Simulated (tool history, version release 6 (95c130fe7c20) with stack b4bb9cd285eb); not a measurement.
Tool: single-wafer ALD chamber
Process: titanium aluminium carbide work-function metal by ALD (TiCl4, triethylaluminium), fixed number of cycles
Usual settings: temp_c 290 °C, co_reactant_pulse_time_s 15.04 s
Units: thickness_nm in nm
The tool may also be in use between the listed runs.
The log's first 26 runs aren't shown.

run,day,temp_c,co_reactant_pulse_time_s,wafers since the last listed run,hours since the last thermocouple change,hours since the last triethylaluminium bottle change,hours since the showerhead was replaced,hours since the gauge calibration,"read-back reference wafer on the same gauge, thickness_nm",thickness_nm
27,85.35,295,15.04,698,150.6,1357,1543.3,862.5,1.693,1.972
28,86.962,299,20.48,393,189.3,1395.7,1582,901.2,1.696,2.03
29,89.258,290,15.04,560,244.4,1450.8,1637.1,956.3,1.692,1.9
30,92.525,290,15.04,797,322.8,1529.2,1715.5,1034.7,1.699,1.911
31,95.925,290,15.04,830,404.4,1610.8,1797.1,1116.3,1.694,1.894
32,100.096,285,12.67,1018,504.5,1710.9,1897.2,1216.4,1.691,1.819
33,101.921,290,15.04,445,548.3,1754.7,1941,1260.2,1.689,1.9
34,103.742,290,15.04,444,592,1798.4,1984.7,1303.9,1.69,1.912

3 ways to go on from here, each from the tool as it stands after run 34. What would each give?
A,103.758,290,15.04,4,592.4,1798.8,1985.1,1304.3,?,?
B,103.758,283,11.15,4,592.4,1798.8,1985.1,1304.3,?,?
C,103.758,290,9.95,4,592.4,1798.8,1985.1,1304.3,?,?

run,"read-back reference wafer on the same gauge, thickness_nm",thickness_nm
A,1.686,1.906
B,1.686,1.818
C,1.686,1.873
Without the tool's hidden state the same runs would have given:
run,thickness_nm
A,1.928
B,1.839
C,1.894
